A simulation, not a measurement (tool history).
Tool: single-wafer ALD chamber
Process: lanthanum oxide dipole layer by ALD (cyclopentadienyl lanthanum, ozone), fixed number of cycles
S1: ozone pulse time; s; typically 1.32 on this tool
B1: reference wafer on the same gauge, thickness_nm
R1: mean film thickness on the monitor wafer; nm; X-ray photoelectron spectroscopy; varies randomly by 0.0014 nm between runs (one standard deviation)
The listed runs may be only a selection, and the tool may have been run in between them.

Run 1, day 0.000: usual settings; B1 0.619. Result: R1 0.558 nm.
Run 2, day 1.204: usual settings; B1 0.619. Result: R1 0.559 nm.
Run 3, day 1.850: usual settings; B1 0.619. Result: R1 0.559 nm.
Run 4, day 3.167: usual settings but S1 0.92 s; B1 0.619. Result: R1 0.513 nm.
Run 5, day 3.808: usual settings but S1 0.92 s; B1 0.619. Result: R1 0.515 nm.
Run 6, day 4.462: usual settings; B1 0.619. Result: R1 0.556 nm.
Run 7, day 5.238: usual settings; B1 0.619. Result: R1 0.554 nm.
Run 8, day 6.658: usual settings; B1 0.619. Result: R1 0.553 nm.
Run 9, day 7.533: usual settings but S1 1.15 s; B1 0.619. Result: R1 0.539 nm.
Run 10, day 8.879: usual settings but S1 1.15 s; B1 0.619. Result: R1 0.537 nm.
At day 10.092: thermocouple changed; heater temperature recalibrated.
Run 11, day 10.112: usual settings but S1 1.15 s; B1 0.619. Result: R1 0.532 nm.
Run 12, day 11.058: usual settings; B1 0.619. Result: R1 0.546 nm.
At day 12.304: ozone generator serviced.
Run 13, day 12.442: usual settings; B1 0.619. Result: R1 0.560 nm.
Run 14, day 13.329: usual settings; B1 0.619. Result: R1 0.563 nm.
Run 15, day 14.112: usual settings; B1 0.619. Result: R1 0.559 nm.
Run 16, day 14.954: usual settings; B1 0.619. Result: R1 0.563 nm.
At day 15.067: gauge calibrated.
Run 17, day 15.600: usual settings but S1 0.94 s; B1 0.619. Result: R1 0.523 nm.
Run 18, day 16.379: usual settings but S1 1.16 s; B1 0.619. Result: R1 0.547 nm.
Run 19, day 17.529: usual settings but S1 0.92 s; B1 0.619. Result: R1 0.520 nm.
Run 20, day 18.154: usual settings but S1 1.78 s; B1 0.619. Result: R1 0.588 nm.
Run 21, day 19.617: usual settings but S1 1.05 s; B1 0.619. Result: R1 0.536 nm.
At day 20.542: showerhead replaced.
Run 22, day 20.650: usual settings; B1 0.619. Result: R1 0.560 nm.

Run 23 is up next; what results do you expect?
Run 23, day 21.825: usual settings; B1 ?. Result: R1 ?.

{"run 23": {"B1": 0.619, "R1": 0.559}}
Were there no unlogged condition in the tool, this run, its random variation unchanged, would have produced R1 0.563 nm.

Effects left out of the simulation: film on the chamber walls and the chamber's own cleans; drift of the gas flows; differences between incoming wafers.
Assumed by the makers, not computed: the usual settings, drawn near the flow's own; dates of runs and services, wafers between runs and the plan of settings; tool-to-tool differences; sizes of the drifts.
